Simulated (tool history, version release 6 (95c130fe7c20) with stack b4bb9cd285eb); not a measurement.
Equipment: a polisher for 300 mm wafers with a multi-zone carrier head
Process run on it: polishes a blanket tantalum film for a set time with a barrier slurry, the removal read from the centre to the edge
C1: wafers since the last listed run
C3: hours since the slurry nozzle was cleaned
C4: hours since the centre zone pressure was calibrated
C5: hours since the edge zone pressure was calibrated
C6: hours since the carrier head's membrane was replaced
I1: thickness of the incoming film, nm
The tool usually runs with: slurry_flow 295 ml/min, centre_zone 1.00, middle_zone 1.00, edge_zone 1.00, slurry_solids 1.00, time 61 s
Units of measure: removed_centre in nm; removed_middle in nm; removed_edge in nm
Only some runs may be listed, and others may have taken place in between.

Run 1, hour 0.0: usual settings; C1 0; wafers polished on this pad 659; C3 80.6; C4 245.9; C5 961.5; C6 701.8; I1 475.4. Result: removed_centre 95.6 nm, removed_middle 97.1 nm, removed_edge 95.2 nm.
Run 2, hour 6.6: usual settings but slurry_flow 375 ml/min, centre_zone 1.04, middle_zone 1.07, time 52 s; C1 59; wafers polished on this pad 718; C3 87.2; C4 252.5; C5 968.1; C6 708.4; I1 474.2. Result: removed_centre 87.7 nm, removed_middle 90.4 nm, removed_edge 81.1 nm.
Run 3, hour 21.2: usual settings but time 71 s; C1 130; wafers polished on this pad 848; C3 101.8; C4 267.1; C5 982.7; C6 723.0; I1 473.1. Result: removed_centre 108.3 nm, removed_middle 112.8 nm, removed_edge 109.7 nm.
Run 4, hour 30.0: usual settings but slurry_flow 340 ml/min, edge_zone 0.90; C1 78; wafers polished on this pad 927; C3 110.6; C4 275.9; C5 991.5; C6 731.8; I1 469.7. Result: removed_centre 97.6 nm, removed_middle 95.3 nm, removed_edge 91.0 nm.
Run 5, hour 38.3: usual settings but edge_zone 1.07, time 48 s; C1 74; wafers polished on this pad 1001; C3 118.9; C4 284.2; C5 999.8; C6 740.1; I1 470.9. Result: removed_centre 74.9 nm, removed_middle 74.6 nm, removed_edge 75.2 nm.
Run 6, hour 50.5: usual settings but edge_zone 0.95, time 67 s; C1 109; wafers polished on this pad 1110; C3 131.1; C4 296.4; C5 1012.0; C6 752.3; I1 466.4. Result: removed_centre 102.2 nm, removed_middle 104.3 nm, removed_edge 99.7 nm.
Run 7, hour 63.4: usual settings but centre_zone 1.05; C1 115; wafers polished on this pad 1226; C3 144.0; C4 309.3; C5 1024.9; C6 765.2; I1 463.7. Result: removed_centre 99.9 nm, removed_middle 94.0 nm, removed_edge 92.1 nm.
At hour 70.4: worn pad replaced by a new one.
Run 8, hour 70.8: usual settings; C1 30; wafers polished on this pad 3; C3 151.4; C4 316.7; C5 1032.3; C6 772.6; I1 462.8. Result: removed_centre 106.6 nm, removed_middle 104.9 nm, removed_edge 105.5 nm.
At hour 74.6: centre zone pressure recalibrated.
Run 9, hour 82.9: usual settings; C1 90; wafers polished on this pad 93; C3 163.5; C4 8.3; C5 1044.4; C6 784.7; I1 472.2. Result: removed_centre 101.7 nm, removed_middle 106.4 nm, removed_edge 104.1 nm.
Run 10, hour 99.8: usual settings but centre_zone 1.11, middle_zone 0.97; C1 151; wafers polished on this pad 245; C3 180.4; C4 25.2; C5 1061.3; C6 801.6; I1 470.8. Result: removed_centre 112.4 nm, removed_middle 96.9 nm, removed_edge 99.0 nm.
At hour 104.1: edge zone pressure recalibrated.
At hour 111.9: carrier head's membrane replaced by a new one.
Run 11, hour 117.1: usual settings but time 77 s; C1 92; wafers polished on this pad 337; C3 197.7; C4 42.5; C5 13.0; C6 5.2; I1 466.3. Result: removed_centre 123.8 nm, removed_middle 123.3 nm, removed_edge 121.3 nm.
Run 12, hour 131.4: usual settings but centre_zone 0.94; C1 127; wafers polished on this pad 465; C3 212.0; C4 56.8; C5 27.3; C6 19.5; I1 474.2. Result: removed_centre 89.5 nm, removed_middle 96.3 nm, removed_edge 95.2 nm.
Run 13, hour 139.7: usual settings; C1 74; wafers polished on this pad 539; C3 220.3; C4 65.1; C5 35.6; C6 27.8; I1 472.4. Result: removed_centre 96.8 nm, removed_middle 96.3 nm, removed_edge 93.1 nm.
Run 14, hour 150.8: usual settings but slurry_flow 265 ml/min; C1 99; wafers polished on this pad 638; C3 231.4; C4 76.2; C5 46.7; C6 38.9; I1 471.0. Result: removed_centre 92.4 nm, removed_middle 92.4 nm, removed_edge 93.2 nm.
Run 15, hour 167.8: usual settings but centre_zone 1.05, time 76 s; C1 152; wafers polished on this pad 790; C3 248.4; C4 93.2; C5 63.7; C6 55.9; I1 477.4. Result: removed_centre 122.0 nm, removed_middle 117.9 nm, removed_edge 115.6 nm.
Run 16, hour 174.8: usual settings; C1 62; wafers polished on this pad 853; C3 255.4; C4 100.2; C5 70.7; C6 62.9; I1 462.9. Result: removed_centre 91.4 nm, removed_middle 94.3 nm, removed_edge 94.1 nm.
At hour 186.8: slurry nozzle cleaned.
Run 17, hour 190.1: usual settings but slurry_flow 330 ml/min, centre_zone 1.07, middle_zone 1.05, slurry_solids 0.75; C1 127; wafers polished on this pad 981; C3 3.3; C4 115.5; C5 86.0; C6 78.2; I1 475.1. Result: removed_centre 93.4 nm, removed_middle 90.5 nm, removed_edge 85.6 nm.
Run 18, hour 196.6: usual settings but slurry_flow 260 ml/min, edge_zone 1.07; C1 58; wafers polished on this pad 1039; C3 9.8; C4 122.0; C5 92.5; C6 84.7; I1 467.6. Result: removed_centre 90.4 nm, removed_middle 93.0 nm, removed_edge 94.8 nm.
Run 19, hour 204.8: usual settings but slurry_flow 265 ml/min; C1 73; wafers polished on this pad 1112; C3 18.0; C4 130.2; C5 100.7; C6 92.9; I1 467.5. Result: removed_centre 92.2 nm, removed_middle 91.8 nm, removed_edge 91.2 nm.
At hour 209.6: worn pad replaced by a new one.
Run 20, hour 218.5: usual settings but slurry_flow 235 ml/min, centre_zone 0.97, edge_zone 1.06; C1 86; wafers polished on this pad 79; C3 31.7; C4 143.9; C5 114.4; C6 106.6; I1 478.1. Result: removed_centre 100.2 nm, removed_middle 103.3 nm, removed_edge 103.2 nm.
Run 21, hour 230.6: usual settings; C1 108; wafers polished on this pad 187; C3 43.8; C4 156.0; C5 126.5; C6 118.7; I1 472.4. Result: removed_centre 102.8 nm, removed_middle 100.2 nm, removed_edge 99.0 nm.
Run 22, hour 243.3: usual settings but middle_zone 1.09, slurry_solids 1.10; C1 113; wafers polished on this pad 301; C3 56.5; C4 168.7; C5 139.2; C6 131.4; I1 472.1. Result: removed_centre 104.1 nm, removed_middle 111.3 nm, removed_edge 99.8 nm.
Run 23, hour 260.8: usual settings but centre_zone 1.10, slurry_solids 0.70; C1 156; wafers polished on this pad 458; C3 74.0; C4 186.2; C5 156.7; C6 148.9; I1 461.5. Result: removed_centre 97.8 nm, removed_middle 88.9 nm, removed_edge 86.7 nm.

Consider 3 possible next runs. They are alternatives, not a sequence: every one starts from the tool as it was left by run 23. What does each give?
Run A, hour 261.2: usual settings; C1 3; wafers polished on this pad 461; C3 74.4; C4 186.6; C5 157.1; C6 149.3; I1 469.4. Result: removed_centre ?, removed_middle ?, removed_edge ?.
Run B, hour 261.2: usual settings but middle_zone 1.07; C1 3; wafers polished on this pad 461; C3 74.4; C4 186.6; C5 157.1; C6 149.3; I1 469.4. Result: removed_centre ?, removed_middle ?, removed_edge ?.
Run C, hour 261.2: usual settings but slurry_flow 335 ml/min, centre_zone 0.92, middle_zone 1.10, time 46 s; C1 3; wafers polished on this pad 461; C3 74.4; C4 186.6; C5 157.1; C6 149.3; I1 469.4. Result: removed_centre ?, removed_middle ?, removed_edge ?.

run  removed_centre  removed_middle  removed_edge
  A            97.6            97.3          95.5
  B            97.7           103.0          95.4
  C            68.5            80.4          72.5
What these runs would have given with no unlogged condition in the tool:
run  removed_centre  removed_middle  removed_edge
  A           106.4           106.0         104.1
  B           106.5           112.3         104.0
  C            74.7            87.6          79.0
